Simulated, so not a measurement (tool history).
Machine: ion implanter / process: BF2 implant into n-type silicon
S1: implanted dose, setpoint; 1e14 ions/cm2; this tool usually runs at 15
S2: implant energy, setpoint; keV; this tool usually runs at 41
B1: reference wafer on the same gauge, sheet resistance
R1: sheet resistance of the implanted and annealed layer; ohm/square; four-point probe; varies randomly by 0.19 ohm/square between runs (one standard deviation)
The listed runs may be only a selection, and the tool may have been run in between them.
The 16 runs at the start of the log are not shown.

Run 17, day 9.125: usual settings but S1 11.54 1e14 ions/cm2; B1 108. Result: R1 136.42 ohm/square.
Run 18, day 9.438: usual settings; B1 107.98. Result: R1 125.17 ohm/square.
Run 19, day 9.692: usual settings but S1 17.57 1e14 ions/cm2; B1 107.97. Result: R1 120.7 ohm/square.
Run 20, day 10.217: usual settings but S1 19 1e14 ions/cm2; B1 107.98. Result: R1 119.8 ohm/square.
At day 10.488: gauge calibrated.
Run 21, day 10.679: usual settings; B1 108.01. Result: R1 125.5 ohm/square.
Run 22, day 11.242: usual settings; B1 107.99. Result: R1 125.19 ohm/square.
Run 23, day 11.871: usual settings but S1 18.8 1e14 ions/cm2, S2 29.5 keV; B1 108.03. Result: R1 141.68 ohm/square.
At day 12.321: Faraday cup replaced and dose calibrated.
Run 24, day 12.342: usual settings but S1 18.15 1e14 ions/cm2, S2 34 keV; B1 108.02. Result: R1 131.97 ohm/square.
Run 25, day 12.571: usual settings but S1 10.57 1e14 ions/cm2, S2 33 keV; B1 108.03. Result: R1 151.56 ohm/square.
Run 26, day 14.408: usual settings; B1 108.02. Result: R1 124.2 ohm/square.
Run 27, day 14.979: usual settings but S1 16.87 1e14 ions/cm2, S2 30.5 keV; B1 108.03. Result: R1 140.92 ohm/square.
Run 28, day 15.512: usual settings; B1 108. Result: R1 124.12 ohm/square.
Run 29, day 16.025: usual settings but S1 19.01 1e14 ions/cm2, S2 31.5 keV; B1 107.99. Result: R1 136.91 ohm/square.
Run 30, day 16.429: usual settings but S1 19.28 1e14 ions/cm2, S2 32.5 keV; B1 108.01. Result: R1 134.2 ohm/square.
Run 31, day 16.758: usual settings but S1 13.26 1e14 ions/cm2; B1 108. Result: R1 128.15 ohm/square.
Run 32, day 17.433: usual settings but S1 18.32 1e14 ions/cm2, S2 55 keV; B1 108.01. Result: R1 102.71 ohm/square.
Run 33, day 17.829: usual settings but S1 12.89 1e14 ions/cm2; B1 107.97. Result: R1 129.27 ohm/square.
Run 34, day 18.25: usual settings but S1 12.64 1e14 ions/cm2; B1 107.99. Result: R1 130.13 ohm/square.

Each row is a separate what-if for the run after 34, all from the same tool condition, not one after another. Results?
Run A, day 18.267: usual settings; B1 ?. Result: R1 ?.
Run B, day 18.267: usual settings but S1 13.83 1e14 ions/cm2, S2 33.5 keV; B1 ?. Result: R1 ?.
Run C, day 18.267: usual settings but S1 18.87 1e14 ions/cm2, S2 46 keV; B1 ?. Result: R1 ?.
Run D, day 18.267: usual settings but S1 13.76 1e14 ions/cm2, S2 33.5 keV; B1 ?. Result: R1 ?.

run      B1      R1
  A  107.99  124.17
  B  107.99  139.37
  C  107.99  112.33
  D  107.99  139.53
Take away the tool's hidden state, keep each run's random variation, and the runs would have read:
run      R1
  A  124.15
  B  139.35
  C  112.32
  D  139.51
